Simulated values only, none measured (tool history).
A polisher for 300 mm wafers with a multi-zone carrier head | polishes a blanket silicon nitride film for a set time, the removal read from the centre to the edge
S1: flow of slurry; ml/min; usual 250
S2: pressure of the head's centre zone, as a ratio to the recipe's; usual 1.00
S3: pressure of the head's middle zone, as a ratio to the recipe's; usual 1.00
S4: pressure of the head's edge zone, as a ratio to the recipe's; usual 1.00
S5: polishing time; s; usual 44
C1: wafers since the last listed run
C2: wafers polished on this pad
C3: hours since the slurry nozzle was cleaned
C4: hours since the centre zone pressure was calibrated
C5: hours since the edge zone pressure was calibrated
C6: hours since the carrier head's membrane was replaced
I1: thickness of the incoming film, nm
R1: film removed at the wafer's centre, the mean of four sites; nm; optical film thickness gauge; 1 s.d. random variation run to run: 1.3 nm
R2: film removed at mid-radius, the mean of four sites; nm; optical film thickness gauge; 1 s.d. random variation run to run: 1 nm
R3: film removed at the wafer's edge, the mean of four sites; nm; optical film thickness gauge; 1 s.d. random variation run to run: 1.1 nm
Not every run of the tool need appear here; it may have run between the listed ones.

run,hour,S1,S2,S3,S4,S5,C1,C2,C3,C4,C5,C6,I1,R1,R2,R3
1,0.0,250,0.93,1.00,1.00,44,0,873,605.4,3.6,1356.4,505.2,510.5,70.8,80.3,81.1
# hour 9.6: edge zone pressure recalibrated
2,13.2,250,1.00,1.11,0.89,44,64,938,618.6,16.8,3.6,518.4,502.6,78.1,83.3,79.7
# hour 30.3: carrier head's membrane replaced by a new one
3,30.8,305,1.00,1.00,0.89,57,72,1010,636.2,34.4,21.2,0.5,511.0,105.6,107.9,101.9
# hour 48.1: worn pad replaced by a new one
4,52.6,250,1.00,1.00,0.89,44,102,25,658.0,56.2,43.0,22.3,511.5,76.3,79.4,75.4
5,64.9,250,1.05,1.00,1.00,44,70,96,670.3,68.5,55.3,34.6,506.0,81.0,80.6,79.6
6,77.2,250,0.91,1.00,1.00,44,70,167,682.6,80.8,67.6,46.9,520.2,70.0,78.3,81.1
# hour 89.2: slurry nozzle cleaned
7,89.7,320,1.00,0.89,0.97,44,66,233,0.5,93.3,80.1,59.4,515.1,89.1,81.5,88.1
8,105.7,250,0.90,1.00,1.00,44,92,325,16.5,109.3,96.1,75.4,507.2,75.7,87.3,84.4
9,123.5,250,1.00,0.96,1.09,44,102,428,34.3,127.1,113.9,93.2,510.9,83.5,84.8,89.0
10,139.9,215,1.00,1.00,1.00,57,94,522,50.7,143.5,130.3,109.6,509.8,106.8,107.7,108.3
11,156.9,250,1.00,0.95,1.00,44,97,620,67.7,160.5,147.3,126.6,509.7,82.4,83.0,83.0
12,173.8,250,1.06,1.00,0.95,44,97,717,84.6,177.4,164.2,143.5,511.5,92.6,86.8,83.5
13,182.9,250,1.00,1.05,0.92,44,52,770,93.7,186.5,173.3,152.6,510.2,84.4,87.6,83.2
14,195.7,250,1.00,1.00,1.00,57,73,843,106.5,199.3,186.1,165.4,507.9,111.1,111.6,113.2
15,206.2,250,1.00,1.00,1.00,44,60,904,117.0,209.8,196.6,175.9,510.9,88.0,85.0,83.6
# hour 214.3: worn pad replaced by a new one
16,220.9,250,1.00,1.08,1.00,44,61,38,131.7,224.5,211.3,190.6,505.6,87.9,87.3,85.0
17,237.5,250,1.00,1.00,1.00,44,95,133,148.3,241.1,227.9,207.2,507.3,85.6,83.9,85.6
18,250.8,250,1.00,1.10,0.93,44,76,210,161.6,254.4,241.2,220.5,510.1,88.1,89.3,82.7
19,266.0,250,1.00,1.00,1.00,44,87,297,176.8,269.6,256.4,235.7,502.6,85.9,84.1,83.1
20,273.0,250,1.00,1.00,1.08,44,40,338,183.8,276.6,263.4,242.7,510.9,87.7,84.6,87.5
21,288.5,250,1.12,1.00,1.00,44,89,427,199.3,292.1,278.9,258.2,510.6,98.0,85.3,83.3
22,300.1,250,1.00,1.00,1.00,34,66,494,210.9,303.7,290.5,269.8,516.9,65.9,66.4,66.6

Predict each of these 5 candidate next runs independently; none follows another, all start after run 22:
A,300.5,250,1.00,1.00,1.10,44,2,496,211.3,304.1,290.9,270.2,511.3,?,?,?
B,300.5,290,0.89,1.11,1.00,44,2,496,211.3,304.1,290.9,270.2,511.3,?,?,?
C,300.5,250,1.04,1.00,1.00,53,2,496,211.3,304.1,290.9,270.2,511.3,?,?,?
D,300.5,250,1.00,1.08,0.96,44,2,496,211.3,304.1,290.9,270.2,511.3,?,?,?
E,300.5,330,1.00,1.00,1.00,44,2,496,211.3,304.1,290.9,270.2,511.3,?,?,?

run,R1,R2,R3
A,88.9,84.4,87.5
B,81.1,91.1,85.5
C,111.4,101.7,101.4
D,89.0,87.8,82.8
E,92.8,87.8,86.7
Without the tool's hidden state the same runs would have given:
run,R1,R2,R3
A,88.1,87.3,89.7
B,79.9,93.7,87.4
C,110.4,105.1,104.0
D,88.1,90.8,84.9
E,91.1,90.0,88.3
